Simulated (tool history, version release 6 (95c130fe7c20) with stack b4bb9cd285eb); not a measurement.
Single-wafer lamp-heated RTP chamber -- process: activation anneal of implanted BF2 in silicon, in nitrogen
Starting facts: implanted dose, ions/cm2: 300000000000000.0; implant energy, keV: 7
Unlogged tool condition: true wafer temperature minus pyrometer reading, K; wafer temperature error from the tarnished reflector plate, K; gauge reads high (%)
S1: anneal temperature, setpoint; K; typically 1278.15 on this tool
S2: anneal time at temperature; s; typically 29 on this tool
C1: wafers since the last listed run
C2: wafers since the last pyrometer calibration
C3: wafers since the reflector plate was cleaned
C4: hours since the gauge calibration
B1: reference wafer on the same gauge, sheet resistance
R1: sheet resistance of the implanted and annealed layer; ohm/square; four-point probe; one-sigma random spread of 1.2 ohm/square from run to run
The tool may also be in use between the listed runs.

Run 1, hour 0.0: usual settings; C1 0; C2 5928; C3 5272; C4 648.3; B1 499.85. Result: R1 463.30 ohm/square.
Run 2, hour 22.9: usual settings; C1 324; C2 6252; C3 5596; C4 671.2; B1 500.35. Result: R1 464.24 ohm/square.
Run 3, hour 38.3: usual settings; C1 218; C2 6470; C3 5814; C4 686.6; B1 500.32. Result: R1 461.32 ohm/square.
Run 4, hour 54.4: usual settings; C1 228; C2 6698; C3 6042; C4 702.7; B1 500.78. Result: R1 462.23 ohm/square.
Run 5, hour 81.4: usual settings; C1 382; C2 7081; C3 6425; C4 729.7; B1 501.21. Result: R1 464.66 ohm/square.
Run 6, hour 101.3: usual settings; C1 281; C2 7363; C3 6707; C4 749.6; B1 501.10. Result: R1 462.90 ohm/square.
At hour 113.4: pyrometer window cleaned and pyrometer calibrated.
Run 7, hour 119.9: usual settings; C1 150; C2 92; C3 6857; C4 768.2; B1 501.14. Result: R1 462.41 ohm/square.
Run 8, hour 204.1: usual settings; C1 1192; C2 1284; C3 8050; C4 852.4; B1 501.66. Result: R1 464.32 ohm/square.
Run 9, hour 223.2: usual settings; C1 270; C2 1555; C3 8320; C4 871.5; B1 502.15. Result: R1 463.78 ohm/square.
Run 10, hour 245.7: usual settings but S2 41 s; C1 318; C2 1874; C3 8639; C4 894.0; B1 502.09. Result: R1 451.22 ohm/square.
Run 11, hour 267.8: usual settings but S2 41 s; C1 313; C2 2187; C3 8952; C4 916.1; B1 502.31. Result: R1 451.01 ohm/square.
Run 12, hour 297.5: usual settings; C1 420; C2 2607; C3 9373; C4 945.8; B1 502.45. Result: R1 464.74 ohm/square.
Run 13, hour 319.2: usual settings but S1 1255.15 K; C1 307; C2 2915; C3 9680; C4 967.5; B1 502.67. Result: R1 503.65 ohm/square.
Run 14, hour 334.1: usual settings but S1 1255.15 K; C1 211; C2 3126; C3 9891; C4 982.4; B1 502.52. Result: R1 504.45 ohm/square.
Run 15, hour 362.7: usual settings but S1 1255.15 K; C1 405; C2 3531; C3 10296; C4 1011.0; B1 503.03. Result: R1 504.23 ohm/square.
Run 16, hour 396.4: usual settings but S2 37 s; C1 477; C2 4008; C3 10773; C4 1044.7; B1 503.02. Result: R1 458.44 ohm/square.
At hour 427.4: gauge calibrated.
Run 17, hour 441.7: usual settings but S1 1300.15 K, S2 37 s; C1 641; C2 4650; C3 11415; C4 14.3; B1 497.53. Result: R1 422.52 ohm/square.
Run 18, hour 454.3: usual settings; C1 178; C2 4828; C3 11594; C4 26.9; B1 497.57. Result: R1 459.30 ohm/square.
Run 19, hour 479.6: usual settings but S1 1255.15 K; C1 358; C2 5187; C3 11952; C4 52.2; B1 497.80. Result: R1 499.70 ohm/square.
Run 20, hour 507.0: usual settings but S1 1255.15 K, S2 46 s; C1 388; C2 5575; C3 12340; C4 79.6; B1 497.92. Result: R1 481.19 ohm/square.
Run 21, hour 521.4: usual settings; C1 203; C2 5779; C3 12544; C4 94.0; B1 498.07. Result: R1 460.01 ohm/square.
Run 22, hour 555.6: usual settings but S1 1303.15 K, S2 39 s; C1 484; C2 6263; C3 13029; C4 128.2; B1 498.34. Result: R1 423.07 ohm/square.
At hour 574.5: reflector plate cleaned.
Run 23, hour 582.9: usual settings but S1 1267.15 K, S2 34 s; C1 273; C2 6537; C3 119; C4 155.5; B1 498.44. Result: R1 470.55 ohm/square.
Run 24, hour 611.7: usual settings; C1 407; C2 6945; C3 526; C4 184.3; B1 498.73. Result: R1 459.49 ohm/square.
Run 25, hour 646.3: usual settings; C1 490; C2 7435; C3 1017; C4 218.9; B1 498.46. Result: R1 460.57 ohm/square.
At hour 678.1: pyrometer window cleaned and pyrometer calibrated.
Run 26, hour 679.4: usual settings but S2 24 s; C1 355; C2 18; C3 1372; C4 252.0; B1 499.24. Result: R1 468.64 ohm/square.
Run 27, hour 704.0: usual settings; C1 348; C2 366; C3 1721; C4 276.6; B1 499.25. Result: R1 463.00 ohm/square.
Run 28, hour 729.9: usual settings; C1 366; C2 733; C3 2087; C4 302.5; B1 499.32. Result: R1 464.81 ohm/square.
Run 29, hour 765.7: usual settings but S1 1289.15 K, S2 21 s; C1 507; C2 1240; C3 2595; C4 338.3; B1 499.66. Result: R1 458.99 ohm/square.
Run 30, hour 778.4: usual settings but S1 1300.15 K, S2 14 s; C1 179; C2 1420; C3 2774; C4 351.0; B1 499.93. Result: R1 454.39 ohm/square.
Run 31, hour 812.0: usual settings; C1 475; C2 1896; C3 3250; C4 384.6; B1 500.28. Result: R1 462.94 ohm/square.
Run 32, hour 837.0: usual settings but S1 1249.15 K, S2 40 s; C1 354; C2 2250; C3 3605; C4 409.6; B1 500.18. Result: R1 501.08 ohm/square.
Run 33, hour 853.0: usual settings but S1 1307.15 K; C1 226; C2 2477; C3 3831; C4 425.6; B1 500.32. Result: R1 427.24 ohm/square.
Run 34, hour 885.7: usual settings but S1 1270.15 K, S2 16 s; C1 463; C2 2940; C3 4294; C4 458.3; B1 500.60. Result: R1 497.75 ohm/square.
Run 35, hour 912.9: usual settings but S1 1286.15 K, S2 45 s; C1 385; C2 3326; C3 4680; C4 485.5; B1 500.73. Result: R1 436.71 ohm/square.
Run 36, hour 928.9: usual settings but S1 1258.15 K, S2 41 s; C1 226; C2 3552; C3 4906; C4 501.5; B1 500.87. Result: R1 484.97 ohm/square.
Run 37, hour 964.2: usual settings but S1 1290.15 K, S2 18 s; C1 500; C2 4052; C3 5406; C4 536.8; B1 500.85. Result: R1 463.75 ohm/square.
Run 38, hour 992.7: usual settings but S1 1300.15 K, S2 14 s; C1 403; C2 4456; C3 5810; C4 565.3; B1 501.56. Result: R1 458.61 ohm/square.

Hidden state, per run?
true wafer temperature minus pyrometer reading, K: 0 at every run
wafer temperature error from the tarnished reflector plate, K: 0 at every run
H1: gauge reads high (%)
run     H1
  1   0.67
  2  0.702
  3  0.724
  4  0.747
  5  0.785
  6  0.813
  7   0.84
  8  0.959
  9  0.986
 10   1.02
 11   1.05
 12   1.09
 13   1.12
 14   1.14
 15   1.18
 16   1.23
 17  0.104
 18  0.122
 19  0.157
 20  0.196
 21  0.217
 22  0.265
 23  0.304
 24  0.345
 25  0.394
 26  0.441
 27  0.476
 28  0.512
 29  0.563
 30  0.581
 31  0.629
 32  0.664
 33  0.687
 34  0.733
 35  0.772
 36  0.795
 37  0.845
 38  0.885
